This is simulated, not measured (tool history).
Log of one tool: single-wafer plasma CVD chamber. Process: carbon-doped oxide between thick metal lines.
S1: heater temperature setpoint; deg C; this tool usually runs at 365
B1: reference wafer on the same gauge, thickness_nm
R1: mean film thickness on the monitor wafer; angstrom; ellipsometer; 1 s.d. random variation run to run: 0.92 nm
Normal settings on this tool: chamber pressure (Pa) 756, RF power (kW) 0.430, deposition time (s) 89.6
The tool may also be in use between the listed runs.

{"run": 1, "day": 0.0, "S1": 365, "chamber pressure (Pa)": 756, "RF power (kW)": 0.43, "deposition time (s)": 89.6, "B1": 316.851, "R1": 3683.71}
{"run": 2, "day": 0.725, "S1": 365, "chamber pressure (Pa)": 756, "RF power (kW)": 0.43, "deposition time (s)": 89.6, "B1": 316.977, "R1": 3677.83}
{"run": 3, "day": 2.058, "S1": 356, "chamber pressure (Pa)": 756, "RF power (kW)": 0.43, "deposition time (s)": 89.6, "B1": 317.07, "R1": 3730.98}
{"run": 4, "day": 3.033, "S1": 356, "chamber pressure (Pa)": 756, "RF power (kW)": 0.43, "deposition time (s)": 89.6, "B1": 316.94, "R1": 3745.96}
{"run": 5, "day": 4.033, "S1": 356, "chamber pressure (Pa)": 756, "RF power (kW)": 0.43, "deposition time (s)": 89.6, "B1": 316.914, "R1": 3739.98}
{"run": 6, "day": 5.733, "S1": 365, "chamber pressure (Pa)": 832, "RF power (kW)": 0.43, "deposition time (s)": 89.6, "B1": 317.12, "R1": 3689.63}
{"run": 7, "day": 6.712, "S1": 358, "chamber pressure (Pa)": 900, "RF power (kW)": 0.43, "deposition time (s)": 89.6, "B1": 316.984, "R1": 3757.67}
{"run": 8, "day": 7.812, "S1": 358, "chamber pressure (Pa)": 900, "RF power (kW)": 0.43, "deposition time (s)": 89.6, "B1": 317.143, "R1": 3765.74}
{"run": 9, "day": 8.688, "S1": 365, "chamber pressure (Pa)": 756, "RF power (kW)": 0.43, "deposition time (s)": 89.6, "B1": 317.068, "R1": 3652.75}
{"day": 9.025, "done": "gauge calibrated"}
{"run": 10, "day": 9.954, "S1": 375, "chamber pressure (Pa)": 756, "RF power (kW)": 0.43, "deposition time (s)": 89.6, "B1": 317.037, "R1": 3568.55}
{"run": 11, "day": 10.492, "S1": 365, "chamber pressure (Pa)": 756, "RF power (kW)": 0.43, "deposition time (s)": 85.2, "B1": 316.995, "R1": 3449.94}
{"day": 10.962, "done": "RF generator calibrated"}
{"run": 12, "day": 11.612, "S1": 365, "chamber pressure (Pa)": 756, "RF power (kW)": 0.43, "deposition time (s)": 85.2, "B1": 316.958, "R1": 3662.22}
{"run": 13, "day": 12.458, "S1": 373, "chamber pressure (Pa)": 756, "RF power (kW)": 0.38, "deposition time (s)": 89.6, "B1": 317.001, "R1": 3451.63}
{"day": 13.454, "done": "showerhead replaced"}
{"run": 14, "day": 13.475, "S1": 377, "chamber pressure (Pa)": 756, "RF power (kW)": 0.43, "deposition time (s)": 89.6, "B1": 316.992, "R1": 3773.08}
{"run": 15, "day": 14.133, "S1": 365, "chamber pressure (Pa)": 756, "RF power (kW)": 0.405, "deposition time (s)": 89.6, "B1": 317.1, "R1": 3667.32}
{"run": 16, "day": 15.392, "S1": 365, "chamber pressure (Pa)": 832, "RF power (kW)": 0.43, "deposition time (s)": 107.4, "B1": 317.08, "R1": 4647.03}
{"run": 17, "day": 16.008, "S1": 365, "chamber pressure (Pa)": 756, "RF power (kW)": 0.375, "deposition time (s)": 89.6, "B1": 316.965, "R1": 3464.1}
{"run": 18, "day": 16.512, "S1": 365, "chamber pressure (Pa)": 691, "RF power (kW)": 0.35, "deposition time (s)": 94.9, "B1": 317.025, "R1": 3445.45}
{"day": 17.229, "done": "thermocouple changed; heater temperature recalibrated"}
{"day": 17.325, "done": "capacitance manometer re-zeroed and calibrated"}
{"run": 19, "day": 17.65, "S1": 365, "chamber pressure (Pa)": 756, "RF power (kW)": 0.43, "deposition time (s)": 89.6, "B1": 316.854, "R1": 3844.69}
{"run": 20, "day": 18.962, "S1": 365, "chamber pressure (Pa)": 756, "RF power (kW)": 0.48, "deposition time (s)": 99.8, "B1": 317.122, "R1": 4635.48}
{"run": 21, "day": 19.662, "S1": 365, "chamber pressure (Pa)": 756, "RF power (kW)": 0.43, "deposition time (s)": 89.6, "B1": 317.139, "R1": 3848.52}
{"run": 22, "day": 20.788, "S1": 365, "chamber pressure (Pa)": 756, "RF power (kW)": 0.43, "deposition time (s)": 74.2, "B1": 317.021, "R1": 3195.72}
{"run": 23, "day": 21.917, "S1": 365, "chamber pressure (Pa)": 756, "RF power (kW)": 0.405, "deposition time (s)": 89.6, "B1": 317.025, "R1": 3679.1}
{"run": 24, "day": 22.7, "S1": 365, "chamber pressure (Pa)": 683, "RF power (kW)": 0.505, "deposition time (s)": 106.7, "B1": 316.988, "R1": 5063.7}

Each run again, without the hidden state but with its own random variation kept:
Unlogged tool condition in this case: wafer temperature above the value expected at the setpoint (K); delivered RF power above the setpoint (%); true pressure above the setpoint (%); gauge reads high (%).
run=1 R1=3864.71
run=2 R1=3861.57
run=3 R1=3923.13
run=4 R1=3943.18
run=5 R1=3941.34
run=6 R1=3895.93
run=7 R1=3972.35
run=8 R1=3986.11
run=9 R1=3870.60
run=10 R1=3787.26
run=11 R1=3663.83
run=12 R1=3672.25
run=13 R1=3461.54
run=14 R1=3783.56
run=15 R1=3677.60
run=16 R1=4660.36
run=17 R1=3474.61
run=18 R1=3456.03
run=19 R1=3856.36
run=20 R1=4648.11
run=21 R1=3860.99
run=22 R1=3206.51
run=23 R1=3692.09
run=24 R1=5079.28
